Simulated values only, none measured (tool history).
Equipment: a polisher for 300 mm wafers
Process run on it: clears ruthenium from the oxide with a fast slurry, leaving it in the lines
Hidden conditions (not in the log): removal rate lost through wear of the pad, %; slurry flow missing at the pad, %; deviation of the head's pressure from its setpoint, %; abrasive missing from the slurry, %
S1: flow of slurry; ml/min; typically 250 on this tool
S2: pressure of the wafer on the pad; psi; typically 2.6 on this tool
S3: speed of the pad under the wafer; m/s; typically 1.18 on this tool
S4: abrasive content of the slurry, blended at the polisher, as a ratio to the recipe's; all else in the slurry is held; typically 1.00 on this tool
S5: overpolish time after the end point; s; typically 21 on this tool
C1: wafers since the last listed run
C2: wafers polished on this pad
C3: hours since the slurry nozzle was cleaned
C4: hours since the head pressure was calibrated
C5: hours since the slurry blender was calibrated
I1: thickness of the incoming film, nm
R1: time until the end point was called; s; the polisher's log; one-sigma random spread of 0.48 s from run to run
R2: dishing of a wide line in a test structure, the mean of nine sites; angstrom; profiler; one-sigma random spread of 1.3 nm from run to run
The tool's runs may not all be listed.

{"run": 1, "day": 0.0, "S1": 250, "S2": 2.6, "S3": 1.18, "S4": 1.0, "S5": 21, "C1": 0, "C2": 317, "C3": 303.1, "C4": 268.5, "C5": 59.7, "I1": 140.7, "R1": 33.9, "R2": 652}
{"day": 0.512, "done": "slurry nozzle cleaned"}
{"run": 2, "day": 0.967, "S1": 250, "S2": 2.6, "S3": 1.18, "S4": 1.0, "S5": 21, "C1": 238, "C2": 556, "C3": 10.9, "C4": 291.7, "C5": 82.9, "I1": 138.8, "R1": 32.4, "R2": 701}
{"run": 3, "day": 2.454, "S1": 250, "S2": 2.6, "S3": 1.18, "S4": 1.0, "S5": 21, "C1": 383, "C2": 939, "C3": 46.6, "C4": 327.4, "C5": 118.6, "I1": 138.3, "R1": 32.2, "R2": 673}
{"run": 4, "day": 3.642, "S1": 250, "S2": 2.6, "S3": 0.92, "S4": 0.9, "S5": 21, "C1": 305, "C2": 1245, "C3": 75.1, "C4": 355.9, "C5": 147.1, "I1": 140.1, "R1": 43.3, "R2": 535}
{"day": 4.246, "done": "worn pad replaced by a new one"}
{"run": 5, "day": 5.083, "S1": 250, "S2": 2.6, "S3": 0.92, "S4": 0.9, "S5": 21, "C1": 328, "C2": 215, "C3": 109.7, "C4": 390.5, "C5": 181.7, "I1": 140.2, "R1": 44.7, "R2": 532}
{"run": 6, "day": 6.242, "S1": 250, "S2": 2.6, "S3": 0.92, "S4": 0.9, "S5": 21, "C1": 298, "C2": 514, "C3": 137.5, "C4": 418.3, "C5": 209.5, "I1": 137.6, "R1": 43.4, "R2": 513}
{"run": 7, "day": 7.571, "S1": 250, "S2": 2.6, "S3": 1.18, "S4": 1.0, "S5": 26, "C1": 342, "C2": 856, "C3": 169.4, "C4": 450.2, "C5": 241.4, "I1": 139.1, "R1": 33.1, "R2": 806}
{"run": 8, "day": 8.767, "S1": 250, "S2": 2.6, "S3": 1.18, "S4": 1.0, "S5": 26, "C1": 308, "C2": 1164, "C3": 198.1, "C4": 478.9, "C5": 270.1, "I1": 141.0, "R1": 33.4, "R2": 816}
{"day": 9.058, "done": "worn pad replaced by a new one"}
{"run": 9, "day": 9.346, "S1": 250, "S2": 2.6, "S3": 1.18, "S4": 0.95, "S5": 21, "C1": 106, "C2": 73, "C3": 212.0, "C4": 492.8, "C5": 284.0, "I1": 139.5, "R1": 34.2, "R2": 659}
{"run": 10, "day": 10.138, "S1": 250, "S2": 2.6, "S3": 1.18, "S4": 1.0, "S5": 29, "C1": 203, "C2": 277, "C3": 231.0, "C4": 511.8, "C5": 303.0, "I1": 141.0, "R1": 33.4, "R2": 865}
{"day": 10.571, "done": "slurry blender recalibrated"}
{"run": 11, "day": 11.033, "S1": 250, "S2": 2.6, "S3": 1.18, "S4": 1.0, "S5": 29, "C1": 209, "C2": 486, "C3": 252.5, "C4": 533.3, "C5": 11.1, "I1": 138.6, "R1": 33.4, "R2": 880}
{"run": 12, "day": 11.554, "S1": 250, "S2": 2.6, "S3": 1.18, "S4": 1.0, "S5": 21, "C1": 134, "C2": 621, "C3": 265.0, "C4": 545.8, "C5": 23.6, "I1": 139.2, "R1": 32.8, "R2": 661}
{"run": 13, "day": 12.854, "S1": 250, "S2": 2.6, "S3": 1.18, "S4": 1.0, "S5": 21, "C1": 334, "C2": 956, "C3": 296.2, "C4": 577.0, "C5": 54.8, "I1": 137.9, "R1": 32.9, "R2": 654}
{"day": 14.154, "done": "worn pad replaced by a new one"}
{"run": 14, "day": 14.175, "S1": 250, "S2": 2.6, "S3": 1.32, "S4": 1.0, "S5": 21, "C1": 297, "C2": 4, "C3": 327.9, "C4": 608.7, "C5": 86.5, "I1": 137.5, "R1": 29.3, "R2": 737}
{"run": 15, "day": 14.779, "S1": 250, "S2": 3.5, "S3": 0.9, "S4": 0.75, "S5": 21, "C1": 155, "C2": 160, "C3": 342.4, "C4": 623.2, "C5": 101.0, "I1": 139.9, "R1": 41.1, "R2": 566}
{"day": 14.971, "done": "slurry nozzle cleaned"}
{"run": 16, "day": 15.542, "S1": 250, "S2": 2.6, "S3": 1.18, "S4": 1.0, "S5": 21, "C1": 185, "C2": 346, "C3": 13.7, "C4": 641.5, "C5": 119.3, "I1": 140.8, "R1": 32.6, "R2": 684}
{"run": 17, "day": 16.25, "S1": 250, "S2": 2.6, "S3": 1.18, "S4": 1.0, "S5": 21, "C1": 182, "C2": 528, "C3": 30.7, "C4": 658.5, "C5": 136.3, "I1": 139.5, "R1": 31.7, "R2": 705}
{"run": 18, "day": 16.908, "S1": 250, "S2": 1.9, "S3": 1.18, "S4": 1.0, "S5": 21, "C1": 169, "C2": 698, "C3": 46.5, "C4": 674.3, "C5": 152.1, "I1": 139.0, "R1": 39.2, "R2": 596}
{"run": 19, "day": 17.846, "S1": 175, "S2": 2.6, "S3": 1.18, "S4": 1.1, "S5": 9, "C1": 241, "C2": 939, "C3": 69.0, "C4": 696.8, "C5": 174.6, "I1": 142.3, "R1": 33.8, "R2": 313}
{"run": 20, "day": 18.954, "S1": 250, "S2": 1.8, "S3": 1.18, "S4": 1.15, "S5": 15, "C1": 285, "C2": 1225, "C3": 95.6, "C4": 723.4, "C5": 201.2, "I1": 139.0, "R1": 38.6, "R2": 421}
{"day": 19.633, "done": "head pressure recalibrated"}
{"day": 20.138, "done": "worn pad replaced by a new one"}
{"run": 21, "day": 20.4, "S1": 320, "S2": 2.4, "S3": 1.18, "S4": 1.0, "S5": 21, "C1": 308, "C2": 67, "C3": 130.3, "C4": 18.4, "C5": 235.9, "I1": 139.5, "R1": 35.8, "R2": 631}
{"run": 22, "day": 21.562, "S1": 250, "S2": 2.6, "S3": 1.18, "S4": 1.0, "S5": 21, "C1": 299, "C2": 367, "C3": 158.2, "C4": 46.3, "C5": 263.8, "I1": 139.2, "R1": 35.0, "R2": 632}
{"day": 21.708, "done": "slurry blender recalibrated"}
{"run": 23, "day": 22.512, "S1": 250, "S2": 3.3, "S3": 1.18, "S4": 1.0, "S5": 21, "C1": 223, "C2": 590, "C3": 181.0, "C4": 69.1, "C5": 19.3, "I1": 140.4, "R1": 29.4, "R2": 748}
{"run": 24, "day": 23.758, "S1": 285, "S2": 2.0, "S3": 1.18, "S4": 1.0, "S5": 28, "C1": 320, "C2": 911, "C3": 210.9, "C4": 99.0, "C5": 49.2, "I1": 141.3, "R1": 40.7, "R2": 741}
{"day": 24.725, "done": "worn pad replaced by a new one"}
{"run": 25, "day": 24.958, "S1": 250, "S2": 3.2, "S3": 1.18, "S4": 0.85, "S5": 16, "C1": 266, "C2": 60, "C3": 239.7, "C4": 127.8, "C5": 78.0, "I1": 141.4, "R1": 32.2, "R2": 547}
{"run": 26, "day": 25.838, "S1": 250, "S2": 2.6, "S3": 1.18, "S4": 1.0, "S5": 21, "C1": 226, "C2": 286, "C3": 260.8, "C4": 148.9, "C5": 99.1, "I1": 141.3, "R1": 35.1, "R2": 634}
{"run": 27, "day": 26.879, "S1": 285, "S2": 2.6, "S3": 0.98, "S4": 1.25, "S5": 21, "C1": 268, "C2": 554, "C3": 285.8, "C4": 173.9, "C5": 124.1, "I1": 141.2, "R1": 38.1, "R2": 618}

5 ways to go on from here, each from the tool as it stands after run 27. What would each give?
{"run": "A", "day": 26.896, "S1": 250, "S2": 2.6, "S3": 1.18, "S4": 1.0, "S5": 21, "C1": 4, "C2": 559, "C3": 286.2, "C4": 174.3, "C5": 124.5, "I1": 142.2, "R1": "?", "R2": "?"}
{"run": "B", "day": 26.896, "S1": 285, "S2": 2.6, "S3": 0.82, "S4": 1.0, "S5": 21, "C1": 4, "C2": 559, "C3": 286.2, "C4": 174.3, "C5": 124.5, "I1": 142.2, "R1": "?", "R2": "?"}
{"run": "C", "day": 26.896, "S1": 190, "S2": 2.6, "S3": 1.42, "S4": 1.0, "S5": 21, "C1": 4, "C2": 559, "C3": 286.2, "C4": 174.3, "C5": 124.5, "I1": 142.2, "R1": "?", "R2": "?"}
{"run": "D", "day": 26.896, "S1": 275, "S2": 2.6, "S3": 0.9, "S4": 1.25, "S5": 11, "C1": 4, "C2": 559, "C3": 286.2, "C4": 174.3, "C5": 124.5, "I1": 142.2, "R1": "?", "R2": "?"}
{"run": "E", "day": 26.896, "S1": 250, "S2": 1.9, "S3": 0.82, "S4": 1.0, "S5": 21, "C1": 4, "C2": 559, "C3": 286.2, "C4": 174.3, "C5": 124.5, "I1": 142.2, "R1": "?", "R2": "?"}

run=A R1=35.2 R2=649
run=B R1=49.8 R2=476
run=C R1=30.5 R2=734
run=D R1=42.0 R2=306
run=E R1=61.6 R2=391
Had the tool no hidden state, the same runs would have come out as:
run=A R1=34.2 R2=665
run=B R1=48.7 R2=486
run=C R1=29.3 R2=761
run=D R1=41.0 R2=313
run=E R1=59.9 R2=402
